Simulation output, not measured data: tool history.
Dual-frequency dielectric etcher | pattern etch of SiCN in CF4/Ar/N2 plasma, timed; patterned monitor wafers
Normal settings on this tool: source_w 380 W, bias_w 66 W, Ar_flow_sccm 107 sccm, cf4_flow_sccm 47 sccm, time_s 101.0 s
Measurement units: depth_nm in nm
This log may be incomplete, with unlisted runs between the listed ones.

run	day	source_w	bias_w	Ar_flow_sccm	cf4_flow_sccm	time_s	wafers since the last listed run	hours since the last wet clean	hours since the last source power generator calibration	hours since the last bias power generator calibration	hours since the last Ar flow controller change	hours since the last CF4 flow controller change	hours since the last upper electrode change	hours since the gauge calibration	read-back reference wafer on the same gauge, depth_nm	depth_nm
1	0.000	380	66	107	47	92.0	0	270.6	2870.5	2304.8	6589.6	1312.5	4221.4	465.7	75.8	60.4
2	1.267	380	66	107	47	92.0	223	301.0	2900.9	2335.2	6620.0	1342.9	4251.8	496.1	75.8	60.6
3	2.683	380	66	107	47	92.0	250	335.0	2934.9	2369.2	6654.0	1376.9	4285.8	530.1	75.9	60.4
4	3.254	380	66	107	47	101.0	100	348.7	2948.6	2382.9	6667.7	1390.6	4299.5	543.8	75.8	66.1
5	4.554	380	66	107	47	101.0	229	379.9	2979.8	2414.1	6698.9	1421.8	4330.7	575.0	75.9	66.5
# day 6.221: Ar flow controller replaced
6	6.500	300	66	107	47	101.0	299	426.6	3026.5	2460.8	6.7	1468.5	4377.4	621.7	75.8	57.7
# day 8.275: wet clean of the chamber
7	8.296	300	66	107	47	101.0	140	0.5	3069.6	2503.9	49.8	1511.6	4420.5	664.8	75.9	57.9
# day 10.017: upper electrode replaced
# day 10.038: gauge calibrated
8	10.383	300	66	107	47	101.0	192	50.6	3119.7	2554.0	99.9	1561.7	8.8	8.3	76.0	57.6
9	11.096	380	66	107	47	101.0	125	67.7	3136.8	2571.1	117.0	1578.8	25.9	25.4	75.8	66.5
10	12.062	380	76	107	38	124.0	170	90.9	3160.0	2594.3	140.2	1602.0	49.1	48.6	76.0	83.1
# day 12.517: CF4 flow controller replaced
11	12.596	410	66	107	44	88.0	50	103.7	3172.8	2607.1	153.0	1.9	61.9	61.4	75.9	59.4
12	13.904	380	66	107	47	101.0	231	135.1	3204.2	2638.5	184.4	33.3	93.3	92.8	75.9	66.2
13	15.262	380	66	107	47	101.0	240	167.7	3236.8	2671.1	217.0	65.9	125.9	125.4	75.9	66.7
14	16.092	380	66	86	40	101.0	146	187.6	3256.7	2691.0	236.9	85.8	145.8	145.3	76.0	66.2
# day 16.688: bias power generator calibrated
15	17.033	350	66	107	47	101.0	136	210.2	3279.3	8.3	259.5	108.4	168.4	167.9	75.9	63.4
# day 17.517: source power generator calibrated
16	18.154	380	66	107	47	101.0	168	237.1	15.3	35.2	286.4	135.3	195.3	194.8	75.9	66.7
17	19.046	380	52	90	51	84.5	157	258.5	36.7	56.6	307.8	156.7	216.7	216.2	76.0	52.1
18	20.412	380	66	107	47	101.0	241	291.3	69.5	89.4	340.6	189.5	249.5	249.0	75.8	66.6
19	21.712	410	74	98	52	101.0	229	322.5	100.7	120.6	371.8	220.7	280.7	280.2	75.8	75.4
20	22.238	290	60	107	36	101.0	92	335.1	113.3	133.2	384.4	233.3	293.3	292.8	75.9	51.6

5 ways to go on from here, each from the tool as it stands after run 20. What would each give?
A	22.254	380	66	107	47	101.0	2	335.5	113.7	133.6	384.8	233.7	293.7	293.2	?	?
B	22.254	380	61	118	38	122.5	2	335.5	113.7	133.6	384.8	233.7	293.7	293.2	?	?
C	22.254	330	59	107	47	101.0	2	335.5	113.7	133.6	384.8	233.7	293.7	293.2	?	?
D	22.254	380	66	107	47	120.0	2	335.5	113.7	133.6	384.8	233.7	293.7	293.2	?	?
E	22.254	380	66	107	56	101.0	2	335.5	113.7	133.6	384.8	233.7	293.7	293.2	?	?

run	read-back reference wafer on the same gauge, depth_nm	depth_nm
A	75.9	66.3
B	75.9	73.4
C	75.9	58.0
D	75.9	78.7
E	75.9	68.4
With the hidden condition removed and each run's random variation left untouched, the same runs would have given:
run	depth_nm
A	66.3
B	73.4
C	58.0
D	78.7
E	68.4

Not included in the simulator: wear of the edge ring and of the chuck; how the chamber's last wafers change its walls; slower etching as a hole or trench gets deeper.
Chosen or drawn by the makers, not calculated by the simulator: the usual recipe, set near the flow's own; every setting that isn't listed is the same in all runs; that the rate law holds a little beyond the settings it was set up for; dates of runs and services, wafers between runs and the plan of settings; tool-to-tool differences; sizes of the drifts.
